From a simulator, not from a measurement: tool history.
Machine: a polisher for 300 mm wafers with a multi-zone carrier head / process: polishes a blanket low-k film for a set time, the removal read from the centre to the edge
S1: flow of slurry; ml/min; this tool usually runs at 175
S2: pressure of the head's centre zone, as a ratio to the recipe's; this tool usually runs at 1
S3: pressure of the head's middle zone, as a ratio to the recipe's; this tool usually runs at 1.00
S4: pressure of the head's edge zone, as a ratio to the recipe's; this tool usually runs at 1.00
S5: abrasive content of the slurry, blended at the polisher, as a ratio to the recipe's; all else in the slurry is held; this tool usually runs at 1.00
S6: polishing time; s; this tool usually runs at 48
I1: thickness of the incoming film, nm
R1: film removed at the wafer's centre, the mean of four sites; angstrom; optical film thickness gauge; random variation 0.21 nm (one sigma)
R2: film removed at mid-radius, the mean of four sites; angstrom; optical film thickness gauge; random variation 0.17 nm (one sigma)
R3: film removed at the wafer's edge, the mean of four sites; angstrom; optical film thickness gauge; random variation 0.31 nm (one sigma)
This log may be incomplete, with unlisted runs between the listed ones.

run,hour,S1,S2,S3,S4,S5,S6,I1,R1,R2,R3
1,0.0,175,1,1.08,1.00,1.00,48,356.8,206,221,208
2,40.1,175,1,1.08,1.00,1.00,48,354.3,197,210,196
# hour 44.4: slurry nozzle cleaned
# hour 49.6: worn pad replaced by a new one
3,58.0,175,1,1.03,1.00,1.00,48,351.5,214,216,214
4,67.6,175,1,1.03,1.00,1.00,48,357.7,215,214,207
# hour 78.6: centre zone pressure recalibrated
5,82.5,175,1,1.00,1.00,1.00,48,366.5,207,206,204
6,98.4,175,1,1.00,1.00,1.00,48,360.8,205,201,201
# hour 125.1: worn pad replaced by a new one, of another model than before
7,125.6,175,1,1.00,1.00,1.00,48,358.9,218,216,211
8,136.0,175,1,1.00,1.00,1.00,48,361.3,214,212,214
9,144.3,175,1,1.00,1.11,1.00,42,357.6,186,182,189
10,155.0,175,1,1.00,1.00,0.80,48,359.2,194,190,186
# hour 169.6: carrier head's membrane replaced by a new one
# hour 193.0: edge zone pressure recalibrated
# hour 200.3: worn pad replaced by a new one
11,205.9,175,1,1.00,1.00,1.00,48,360.0,216,214,218
12,213.9,140,1,0.96,1.00,1.00,48,357.2,210,203,209
13,220.7,175,1,1.12,1.09,1.00,58,357.2,256,280,261
14,232.1,155,1,1.09,0.91,0.75,48,360.7,185,197,174

Estimate the outcome of run 15 from the log above:
15,248.9,175,1,1.00,1.00,1.00,48,355.0,?,?,?

R1: 209 angstrom
R2: 201 angstrom
R3: 202 angstrom
With no hidden state in the tool, this same run would have given R1 222 angstrom, R2 214 angstrom, R3 214 angstrom.
